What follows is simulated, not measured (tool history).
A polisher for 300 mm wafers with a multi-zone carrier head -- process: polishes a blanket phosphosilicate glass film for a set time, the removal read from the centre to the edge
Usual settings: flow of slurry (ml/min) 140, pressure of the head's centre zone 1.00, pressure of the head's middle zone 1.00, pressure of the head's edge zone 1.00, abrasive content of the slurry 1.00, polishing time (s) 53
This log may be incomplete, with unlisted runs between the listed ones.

run	day	flow of slurry (ml/min)	pressure of the head's centre zone	pressure of the head's middle zone	pressure of the head's edge zone	abrasive content of the slurry	polishing time (s)	incoming thickness of the incoming film, nm	film removed at the wafer's centre (angstrom)	film removed at mid-radius (angstrom)	film removed at the wafer's edge (angstrom)
1	0.000	160	1.00	1.00	1.00	1.00	68	2570.5	3351	3082	3019
# day 0.688: worn pad replaced by a new one
2	0.708	160	1.00	1.00	1.00	1.00	68	2583.0	3390	3068	3015
3	1.150	160	1.00	1.00	1.00	1.00	68	2601.1	3281	3048	3034
4	2.833	140	1.00	1.00	1.00	1.00	46	2580.8	2217	2014	2014
# day 3.825: worn pad replaced by a new one, of another model than before
5	3.846	140	1.00	1.00	1.00	1.00	46	2658.6	2228	2017	2043
6	4.562	140	1.00	1.00	1.00	1.00	46	2590.9	2236	2005	2007
7	5.150	140	1.00	1.00	1.00	1.00	53	2549.0	2560	2296	2337
# day 5.533: centre zone pressure recalibrated
8	5.862	140	1.00	1.00	1.00	1.00	53	2587.2	2249	2341	2359
# day 6.629: carrier head's membrane replaced by a new one
9	6.783	140	1.00	1.00	1.00	0.75	57	2606.8	2053	2071	2069
# day 7.608: worn pad replaced by a new one
10	8.054	140	1.00	1.00	1.00	0.75	57	2589.0	2071	2069	2104
11	8.688	175	1.00	0.97	1.00	1.20	59	2584.9	2915	2796	2947
12	9.258	140	1.00	1.00	1.04	1.15	53	2658.8	2493	2464	2547
# day 10.446: slurry nozzle cleaned
# day 10.696: worn pad replaced by a new one
13	11.217	170	1.00	1.00	0.88	1.00	53	2575.2	2413	2390	2259
14	11.979	140	1.00	1.00	1.00	1.00	53	2609.3	2331	2317	2369
15	12.733	140	1.00	1.00	1.00	1.20	53	2581.8	2571	2532	2524
16	13.354	185	1.00	1.03	0.92	0.70	53	2562.8	1915	1930	1790
# day 13.767: edge zone pressure recalibrated
# day 13.838: worn pad replaced by a new one
17	13.992	140	0.96	1.08	0.90	1.00	53	2573.8	2280	2444	2238
18	15.129	140	1.00	1.04	0.93	1.00	53	2548.1	2312	2382	2268
19	15.638	140	1.00	1.00	1.00	1.00	53	2567.7	2348	2312	2341
20	16.446	140	1.00	1.00	1.00	1.00	53	2619.9	2399	2308	2335
# day 17.146: worn pad replaced by a new one
21	17.696	175	1.00	1.00	1.00	1.25	53	2594.1	2721	2654	2685

Forecast each of these 3 alternatives for the next run:
A	17.712	140	1.00	1.00	1.00	1.00	53	2612.6	?	?	?
B	17.712	140	1.00	0.94	1.06	1.00	43	2612.6	?	?	?
C	17.712	140	1.00	1.00	0.93	1.00	53	2612.6	?	?	?

run	film removed at the wafer's centre (angstrom)	film removed at mid-radius (angstrom)	film removed at the wafer's edge (angstrom)
A	2385	2310	2328
B	1934	1783	1945
C	2385	2310	2250
Had the tool no hidden state, the same runs would have come out as:
run	film removed at the wafer's centre (angstrom)	film removed at mid-radius (angstrom)	film removed at the wafer's edge (angstrom)
A	2281	2311	2328
B	1850	1784	1945
C	2281	2311	2250

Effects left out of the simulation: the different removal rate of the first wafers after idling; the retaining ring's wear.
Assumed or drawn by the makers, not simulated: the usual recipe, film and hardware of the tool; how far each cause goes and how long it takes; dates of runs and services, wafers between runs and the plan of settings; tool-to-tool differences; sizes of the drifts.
